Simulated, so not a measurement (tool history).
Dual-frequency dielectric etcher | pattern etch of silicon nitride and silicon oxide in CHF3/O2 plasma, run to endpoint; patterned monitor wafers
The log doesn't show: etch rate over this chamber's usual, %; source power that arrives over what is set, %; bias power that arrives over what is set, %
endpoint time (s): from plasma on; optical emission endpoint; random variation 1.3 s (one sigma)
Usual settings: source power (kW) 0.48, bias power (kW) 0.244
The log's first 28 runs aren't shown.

run     day  source power (kW)  bias power (kW)  wafers since the last listed run  hours since the last wet clean  hours since the last source power generator calibration  hours since the last bias power generator calibration  hours since the last upper electrode change  incoming incoming film thickness, nm  endpoint time (s)
 29  15.275               0.55            0.244                               145                            52.7                                                       30                                                     90                                        165.9                                 253.2              166.3
 30  15.829               0.52            0.244                               123                              66                                                     43.3                                                  103.3                                        179.2                                 255.8              171.9
 31  16.562                0.6            0.244                               163                            83.6                                                     60.9                                                  120.9                                        196.8                                 251.5              156.5
 32  17.104               0.56            0.244                               120                            96.6                                                     73.9                                                  133.9                                        209.8                                   254              166.5
 33  17.704               0.42              0.3                               133                             111                                                     88.3                                                  148.3                                        224.2                                 253.9              177.2
 34  18.162               0.55            0.304                               102                             122                                                     99.3                                                  159.3                                        235.2                                 253.7              155.1
 35  18.733               0.53            0.189                               127                           135.7                                                      113                                                    173                                        248.9                                 252.5              184.6
 36  19.321               0.37            0.276                               131                           149.8                                                    127.1                                                  187.1                                          263                                 253.7              197.6

3 ways to go on from here, each from the tool as it stands after run 36. What would each give?
  A  19.342               0.54            0.244                                 4                           150.3                                                    127.6                                                  187.6                                        263.5                                 255.5                  ?
  B  19.342                0.4            0.244                                 4                           150.3                                                    127.6                                                  187.6                                        263.5                                 255.5                  ?
  C  19.342               0.51            0.244                                 4                           150.3                                                    127.6                                                  187.6                                        263.5                                 255.5                  ?

run  endpoint time (s)
  A              169.8
  B              198.2
  C              174.7
Without the tool's hidden state the same runs would have given:
run  endpoint time (s)
  A              167.6
  B              195.6
  C              172.4
